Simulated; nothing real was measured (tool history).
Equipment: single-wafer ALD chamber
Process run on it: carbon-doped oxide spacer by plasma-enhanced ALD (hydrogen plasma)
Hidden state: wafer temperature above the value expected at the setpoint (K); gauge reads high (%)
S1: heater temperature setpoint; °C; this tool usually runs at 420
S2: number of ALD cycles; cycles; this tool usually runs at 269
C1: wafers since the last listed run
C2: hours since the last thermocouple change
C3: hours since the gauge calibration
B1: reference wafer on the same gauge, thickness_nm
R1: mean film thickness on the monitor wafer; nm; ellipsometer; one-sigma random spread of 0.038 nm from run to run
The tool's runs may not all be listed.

{"run": 1, "hour": 0.0, "S1": 420, "S2": 269, "C1": 0, "C2": 848.1, "C3": 634.5, "B1": 14.301, "R1": 12.953}
{"run": 2, "hour": 38.8, "S1": 420, "S2": 269, "C1": 50, "C2": 886.9, "C3": 673.3, "B1": 14.289, "R1": 12.928}
{"run": 3, "hour": 100.9, "S1": 431, "S2": 269, "C1": 80, "C2": 949.0, "C3": 735.4, "B1": 14.299, "R1": 12.419}
{"run": 4, "hour": 131.1, "S1": 431, "S2": 269, "C1": 39, "C2": 979.2, "C3": 765.6, "B1": 14.303, "R1": 12.473}
{"run": 5, "hour": 183.5, "S1": 431, "S2": 269, "C1": 68, "C2": 1031.6, "C3": 818.0, "B1": 14.307, "R1": 12.478}
{"run": 6, "hour": 245.8, "S1": 410, "S2": 269, "C1": 81, "C2": 1093.9, "C3": 880.3, "B1": 14.303, "R1": 13.21}
{"run": 7, "hour": 303.6, "S1": 410, "S2": 269, "C1": 75, "C2": 1151.7, "C3": 938.1, "B1": 14.292, "R1": 13.209}
{"run": 8, "hour": 339.8, "S1": 420, "S2": 269, "C1": 47, "C2": 1187.9, "C3": 974.3, "B1": 14.297, "R1": 12.844}
{"run": 9, "hour": 405.6, "S1": 420, "S2": 269, "C1": 85, "C2": 1253.7, "C3": 1040.1, "B1": 14.31, "R1": 12.854}
{"run": 10, "hour": 459.2, "S1": 420, "S2": 269, "C1": 69, "C2": 1307.3, "C3": 1093.7, "B1": 14.3, "R1": 12.791}
{"run": 11, "hour": 582.2, "S1": 420, "S2": 269, "C1": 160, "C2": 1430.3, "C3": 1216.7, "B1": 14.294, "R1": 12.876}
{"run": 12, "hour": 618.7, "S1": 420, "S2": 269, "C1": 47, "C2": 1466.8, "C3": 1253.2, "B1": 14.296, "R1": 12.831}
{"run": 13, "hour": 684.1, "S1": 420, "S2": 269, "C1": 85, "C2": 1532.2, "C3": 1318.6, "B1": 14.301, "R1": 12.748}
{"run": 14, "hour": 715.5, "S1": 427, "S2": 289, "C1": 40, "C2": 1563.6, "C3": 1350.0, "B1": 14.307, "R1": 13.506}
{"run": 15, "hour": 772.5, "S1": 410, "S2": 283, "C1": 74, "C2": 1620.6, "C3": 1407.0, "B1": 14.296, "R1": 13.872}
{"run": 16, "hour": 872.7, "S1": 420, "S2": 269, "C1": 130, "C2": 1720.8, "C3": 1507.2, "B1": 14.309, "R1": 12.745}
{"run": 17, "hour": 928.8, "S1": 420, "S2": 269, "C1": 72, "C2": 1776.9, "C3": 1563.3, "B1": 14.297, "R1": 12.731}
{"hour": 967.6, "done": "gauge calibrated"}
{"run": 18, "hour": 999.1, "S1": 426, "S2": 269, "C1": 91, "C2": 1847.2, "C3": 31.5, "B1": 14.296, "R1": 12.535}
{"run": 19, "hour": 1135.0, "S1": 420, "S2": 291, "C1": 176, "C2": 1983.1, "C3": 167.4, "B1": 14.3, "R1": 13.737}
{"run": 20, "hour": 1171.8, "S1": 420, "S2": 240, "C1": 47, "C2": 2019.9, "C3": 204.2, "B1": 14.293, "R1": 11.382}
{"hour": 1208.4, "done": "thermocouple changed; heater temperature recalibrated"}
{"run": 21, "hour": 1212.4, "S1": 420, "S2": 269, "C1": 42, "C2": 4.0, "C3": 244.8, "B1": 14.303, "R1": 12.907}
{"run": 22, "hour": 1265.5, "S1": 408, "S2": 307, "C1": 69, "C2": 57.1, "C3": 297.9, "B1": 14.303, "R1": 15.28}
{"run": 23, "hour": 1315.3, "S1": 414, "S2": 252, "C1": 64, "C2": 106.9, "C3": 347.7, "B1": 14.299, "R1": 12.313}
{"run": 24, "hour": 1361.6, "S1": 425, "S2": 269, "C1": 60, "C2": 153.2, "C3": 394.0, "B1": 14.308, "R1": 12.741}
{"run": 25, "hour": 1393.3, "S1": 420, "S2": 269, "C1": 41, "C2": 184.9, "C3": 425.7, "B1": 14.307, "R1": 12.943}
{"run": 26, "hour": 1427.7, "S1": 420, "S2": 285, "C1": 44, "C2": 219.3, "C3": 460.1, "B1": 14.298, "R1": 13.768}
{"run": 27, "hour": 1477.2, "S1": 427, "S2": 244, "C1": 64, "C2": 268.8, "C3": 509.6, "B1": 14.298, "R1": 11.596}
{"run": 28, "hour": 1535.1, "S1": 420, "S2": 269, "C1": 75, "C2": 326.7, "C3": 567.5, "B1": 14.297, "R1": 12.989}
{"run": 29, "hour": 1567.3, "S1": 416, "S2": 315, "C1": 41, "C2": 358.9, "C3": 599.7, "B1": 14.302, "R1": 15.307}

Subtracting, for every run, the result it would have given without the tool's unlogged condition from the measured result gives the following. The same run-to-run variation enters both numbers; the gauge's scatter may not:
run=1 R1=-0.088
run=2 R1=-0.093
run=3 R1=-0.099
run=4 R1=-0.103
run=5 R1=-0.110
run=6 R1=-0.118
run=7 R1=-0.127
run=8 R1=-0.132
run=9 R1=-0.144
run=10 R1=-0.151
run=11 R1=-0.175
run=12 R1=-0.182
run=13 R1=-0.193
run=14 R1=-0.215
run=15 R1=-0.224
run=16 R1=-0.233
run=17 R1=-0.246
run=18 R1=-0.264
run=19 R1=-0.321
run=20 R1=-0.275
run=21 R1=-0.026
run=22 R1=-0.030
run=23 R1=-0.026
run=24 R1=-0.028
run=25 R1=-0.029
run=26 R1=-0.032
run=27 R1=-0.028
run=28 R1=-0.034
run=29 R1=-0.041

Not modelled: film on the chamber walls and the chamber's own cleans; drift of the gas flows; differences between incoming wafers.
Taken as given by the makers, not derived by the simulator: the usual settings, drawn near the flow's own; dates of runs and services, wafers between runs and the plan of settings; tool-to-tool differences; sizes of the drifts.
